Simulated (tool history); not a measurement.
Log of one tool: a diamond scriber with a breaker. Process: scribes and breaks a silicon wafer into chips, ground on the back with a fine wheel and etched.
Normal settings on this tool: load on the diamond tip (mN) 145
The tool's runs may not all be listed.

run,day,load on the diamond tip (mN),wafers since the last listed run,hours since the diamond tip was replaced,hours since the load on the tip was calibrated,"incoming depth of the damage left on the back of the incoming wafer, um",depth of the median crack under the scribed line (µm),chips rejected at inspection after the break (%)
1,0.000,145,0,822.6,1346.3,0.38,12.36,5.69
2,0.504,145,16,834.7,1358.4,0.50,12.35,5.08
3,1.138,145,20,849.9,1373.6,0.62,12.39,5.22
4,1.475,129,10,858.0,1381.7,0.62,10.99,10.13
5,2.904,129,45,892.3,1416.0,0.64,11.04,10.58
6,3.183,145,8,899.0,1422.7,0.61,12.25,5.80
# day 4.312: diamond tip replaced by a new one, of another model than before
7,4.467,145,38,3.7,1453.5,0.62,14.79,1.20
# day 4.854: load on the tip recalibrated
8,4.875,171,10,13.5,0.5,0.62,17.80,4.46
9,5.438,182,18,27.0,14.0,0.48,18.93,6.93
10,6.133,134,22,43.7,30.7,0.71,12.91,3.49
11,6.479,145,11,52.0,39.0,0.42,14.33,1.32
12,7.012,112,17,64.8,51.8,0.32,9.75,19.03
13,7.358,145,11,73.1,60.1,0.67,14.07,1.49
14,8.096,160,23,90.8,77.8,0.69,15.91,1.44
15,8.654,161,17,104.2,91.2,0.34,15.86,1.55
16,9.067,162,13,114.1,101.1,0.56,15.99,1.52
17,9.350,101,9,120.9,107.9,0.44,7.90,41.92

Here are 4 independent what-if runs from the current tool condition. What would each one return?
A,9.379,145,0,121.6,108.6,0.70,?,?
B,9.379,176,0,121.6,108.6,0.70,?,?
C,9.379,118,0,121.6,108.6,0.70,?,?
D,9.379,113,0,121.6,108.6,0.70,?,?

run,depth of the median crack under the scribed line (µm),chips rejected at inspection after the break (%)
A,14.08,1.86
B,17.68,3.63
C,10.50,15.79
D,9.77,21.28
Without the tool's hidden state the same runs would have given:
run,depth of the median crack under the scribed line (µm),chips rejected at inspection after the break (%)
A,15.24,1.14
B,19.15,6.92
C,11.37,10.48
D,10.58,15.23
